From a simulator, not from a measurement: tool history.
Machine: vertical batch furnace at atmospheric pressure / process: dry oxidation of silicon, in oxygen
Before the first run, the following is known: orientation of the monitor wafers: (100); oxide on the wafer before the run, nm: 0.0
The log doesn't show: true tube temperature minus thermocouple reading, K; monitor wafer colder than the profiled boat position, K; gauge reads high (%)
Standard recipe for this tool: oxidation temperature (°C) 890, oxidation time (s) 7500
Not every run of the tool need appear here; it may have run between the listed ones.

run,hour,oxidation temperature (°C),oxidation time (s),wafers since the last listed run,hours since the last temperature calibration,hours since the boat lift was adjusted,hours since the gauge calibration,"read-back reference wafer on the same gauge, thickness",oxide thickness on the monitor wafer (Å)
1,0.0,890,7500,0,3312.9,2855.5,2255.8,34.60,282.4
2,72.5,890,7500,1166,3385.4,2928.0,2328.3,34.55,278.6
3,146.4,897,7500,1189,3459.3,3001.9,2402.2,34.59,300.2
4,184.1,897,7500,606,3497.0,3039.6,2439.9,34.61,301.1
5,260.5,890,7500,1229,3573.4,3116.0,2516.3,34.56,279.7
6,307.7,890,7500,759,3620.6,3163.2,2563.5,34.60,277.5
7,402.2,890,7500,1520,3715.1,3257.7,2658.0,34.59,279.7
8,502.5,882,7500,1613,3815.4,3358.0,2758.3,34.62,258.8
9,589.2,882,7500,1394,3902.1,3444.7,2845.0,34.60,257.1
10,687.0,882,7500,1573,3999.9,3542.5,2942.8,34.60,258.1
11,766.0,890,10230,1271,4078.9,3621.5,3021.8,34.58,345.1
12,988.2,890,8310,3575,4301.1,3843.7,3244.0,34.58,297.5
# hour 1020.8: gauge calibrated
13,1064.9,890,7500,1234,4377.8,3920.4,44.1,34.64,279.6
14,1105.5,890,7500,653,4418.4,3961.0,84.7,34.61,280.5
15,1197.0,890,9270,1472,4509.9,4052.5,176.2,34.58,322.4
16,1350.8,890,9270,2474,4663.7,4206.3,330.0,34.59,323.0
17,1419.2,871,10800,1100,4732.1,4274.7,398.4,34.61,289.0
18,1519.7,913,10890,1617,4832.6,4375.2,498.9,34.62,460.3
# hour 1544.7: thermocouples replaced and temperature profile calibrated
19,1620.7,890,7500,1238,76.0,4476.2,599.9,34.62,275.6
20,1724.0,898,8460,1662,179.3,4579.5,703.2,34.63,323.6
21,1804.7,890,7500,1298,260.0,4660.2,783.9,34.58,275.6
# hour 1842.3: boat lift adjusted
22,1859.5,890,9030,495,314.8,17.2,838.7,34.56,328.6
23,1947.0,890,7500,1407,402.3,104.7,926.2,34.59,288.7
24,2036.8,890,7500,1444,492.1,194.5,1016.0,34.61,288.4
25,2102.2,890,5940,1052,557.5,259.9,1081.4,34.62,247.3
26,2148.7,890,10230,748,604.0,306.4,1127.9,34.64,355.6
27,2211.6,911,7500,1012,666.9,369.3,1190.8,34.59,357.6
28,2265.0,867,6450,859,720.3,422.7,1244.2,34.58,206.7
29,2329.5,890,7500,1037,784.8,487.2,1308.7,34.62,291.1
30,2618.6,890,4380,4651,1073.9,776.3,1597.8,34.60,203.1
31,2704.0,877,8910,1374,1159.3,861.7,1683.2,34.61,277.8
32,2969.1,890,6480,4265,1424.4,1126.8,1948.3,34.59,261.3

Branching from run 32: 5 alternative next runs. What would each branch give?
A,2974.2,890,7500,82,1429.5,1131.9,1953.4,?,?
B,2974.2,904,5400,82,1429.5,1131.9,1953.4,?,?
C,2974.2,890,4440,82,1429.5,1131.9,1953.4,?,?
D,2974.2,907,11220,82,1429.5,1131.9,1953.4,?,?
E,2974.2,869,4800,82,1429.5,1131.9,1953.4,?,?

run,"read-back reference wafer on the same gauge, thickness",oxide thickness on the monitor wafer (Å)
A,34.62,284.4
B,34.62,264.2
C,34.62,201.2
D,34.62,449.5
E,34.62,169.2
Had the tool no hidden state, the same runs would have come out as:
run,oxide thickness on the monitor wafer (Å)
A,287.8
B,267.3
C,203.6
D,455.2
E,171.4

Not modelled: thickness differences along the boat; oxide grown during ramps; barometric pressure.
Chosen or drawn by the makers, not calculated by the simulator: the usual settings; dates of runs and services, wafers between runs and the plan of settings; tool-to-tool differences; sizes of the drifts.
